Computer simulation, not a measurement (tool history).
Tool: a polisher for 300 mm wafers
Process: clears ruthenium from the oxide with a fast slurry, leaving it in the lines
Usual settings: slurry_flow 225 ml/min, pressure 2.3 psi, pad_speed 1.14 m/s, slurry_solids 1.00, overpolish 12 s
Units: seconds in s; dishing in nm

| run | hour | slurry_flow | pressure | pad_speed | slurry_solids | overpolish | incoming thickness of the incoming film, nm | seconds | dishing |
|---|---|---|---|---|---|---|---|---|---|
| 1 | 0.0 | 195 | 2.3 | 1.14 | 1.15 | 12 | 202.8 | 60.0 | 33.0 |
|  | 30.5 | head pressure recalibrated |
| 2 | 72.1 | 195 | 2.3 | 1.14 | 1.15 | 12 | 198.1 | 54.7 | 34.9 |
|  | 157.7 | worn pad replaced by a new one |
| 3 | 304.1 | 205 | 2.3 | 1.14 | 1.00 | 12 | 203.7 | 62.5 | 30.7 |
|  | 360.1 | slurry nozzle cleaned |
| 4 | 361.5 | 205 | 2.3 | 1.14 | 1.00 | 12 | 199.9 | 55.4 | 34.9 |
| 5 | 430.9 | 225 | 2.7 | 1.14 | 1.00 | 12 | 198.5 | 48.9 | 37.6 |
|  | 510.7 | slurry blender recalibrated |
|  | 525.8 | worn pad replaced by a new one |
| 6 | 532.1 | 225 | 2.7 | 1.14 | 1.00 | 12 | 201.2 | 52.0 | 36.4 |
| 7 | 638.2 | 225 | 2.3 | 1.14 | 1.00 | 12 | 202.8 | 60.1 | 32.9 |
| 8 | 692.4 | 185 | 2.3 | 1.14 | 1.00 | 12 | 196.5 | 62.4 | 30.6 |
| 9 | 739.6 | 185 | 2.3 | 1.14 | 1.00 | 12 | 202.1 | 64.2 | 30.7 |
|  | 743.8 | slurry nozzle cleaned |
| 10 | 786.0 | 185 | 2.3 | 1.14 | 1.00 | 12 | 197.2 | 58.5 | 32.6 |
| 11 | 880.4 | 285 | 2.3 | 1.14 | 1.00 | 12 | 199.9 | 55.4 | 33.4 |
| 12 | 945.2 | 285 | 2.3 | 1.14 | 1.00 | 12 | 196.8 | 57.4 | 32.9 |
|  | 966.7 | worn pad replaced by a new one |
| 13 | 994.4 | 225 | 2.3 | 1.14 | 1.00 | 12 | 200.8 | 61.4 | 31.2 |
|  | 1027.8 | slurry blender recalibrated |
| 14 | 1056.2 | 225 | 2.3 | 1.14 | 1.00 | 12 | 199.3 | 62.0 | 31.9 |
|  | 1091.7 | slurry nozzle cleaned |
| 15 | 1103.9 | 225 | 2.3 | 1.14 | 1.00 | 5 | 199.8 | 57.6 | 15.3 |
| 16 | 1194.5 | 225 | 2.3 | 1.14 | 1.00 | 12 | 199.3 | 61.0 | 31.8 |
| 17 | 1232.8 | 225 | 2.3 | 1.14 | 1.00 | 12 | 199.0 | 60.5 | 31.8 |
|  | 1245.0 | head pressure recalibrated |
| 18 | 1327.8 | 155 | 2.0 | 1.48 | 0.80 | 12 | 199.7 | 65.7 | 30.5 |
|  | 1408.9 | worn pad replaced by a new one |
| 19 | 1409.4 | 205 | 2.3 | 1.38 | 1.00 | 17 | 197.0 | 51.0 | 47.2 |
| 20 | 1444.8 | 225 | 2.3 | 1.14 | 1.00 | 12 | 197.9 | 60.3 | 31.6 |
| 21 | 1503.9 | 225 | 2.3 | 0.84 | 1.20 | 12 | 201.2 | 75.2 | 26.3 |
|  | 1535.7 | slurry nozzle cleaned |
|  | 1540.9 | slurry blender recalibrated |
| 22 | 1580.1 | 145 | 2.7 | 1.14 | 1.00 | 8 | 199.1 | 53.1 | 24.7 |
| 23 | 1671.9 | 150 | 2.7 | 1.14 | 0.75 | 7 | 196.6 | 61.2 | 18.8 |
| 24 | 1737.5 | 225 | 2.7 | 1.14 | 1.00 | 12 | 200.2 | 52.3 | 36.2 |
|  | 1771.8 | worn pad replaced by a new one |
| 25 | 1814.3 | 225 | 2.3 | 1.14 | 1.00 | 12 | 200.2 | 60.2 | 31.6 |
| 26 | 1903.5 | 225 | 2.3 | 1.14 | 0.90 | 17 | 199.6 | 64.8 | 40.5 |
|  | 1941.3 | slurry nozzle cleaned |
| 27 | 1994.6 | 300 | 2.3 | 1.14 | 1.30 | 15 | 197.3 | 49.9 | 44.5 |
| 28 | 2040.0 | 200 | 2.8 | 1.14 | 1.10 | 12 | 200.6 | 48.2 | 38.3 |

Forecast each of these 3 alternatives for the next run:
| A | 2040.4 | 225 | 2.3 | 1.14 | 1.00 | 12 | 198.6 | ? | ? |
| B | 2040.4 | 225 | 2.3 | 1.14 | 1.00 | 8 | 198.6 | ? | ? |
| C | 2040.4 | 225 | 2.3 | 1.14 | 1.00 | 7 | 198.6 | ? | ? |

| run | seconds | dishing |
|---|---|---|
| A | 57.7 | 32.5 |
| B | 57.7 | 22.6 |
| C | 57.7 | 20.0 |
Without the tool's hidden state the same runs would have given:
| run | seconds | dishing |
|---|---|---|
| A | 51.9 | 35.6 |
| B | 51.9 | 24.9 |
| C | 51.9 | 22.0 |

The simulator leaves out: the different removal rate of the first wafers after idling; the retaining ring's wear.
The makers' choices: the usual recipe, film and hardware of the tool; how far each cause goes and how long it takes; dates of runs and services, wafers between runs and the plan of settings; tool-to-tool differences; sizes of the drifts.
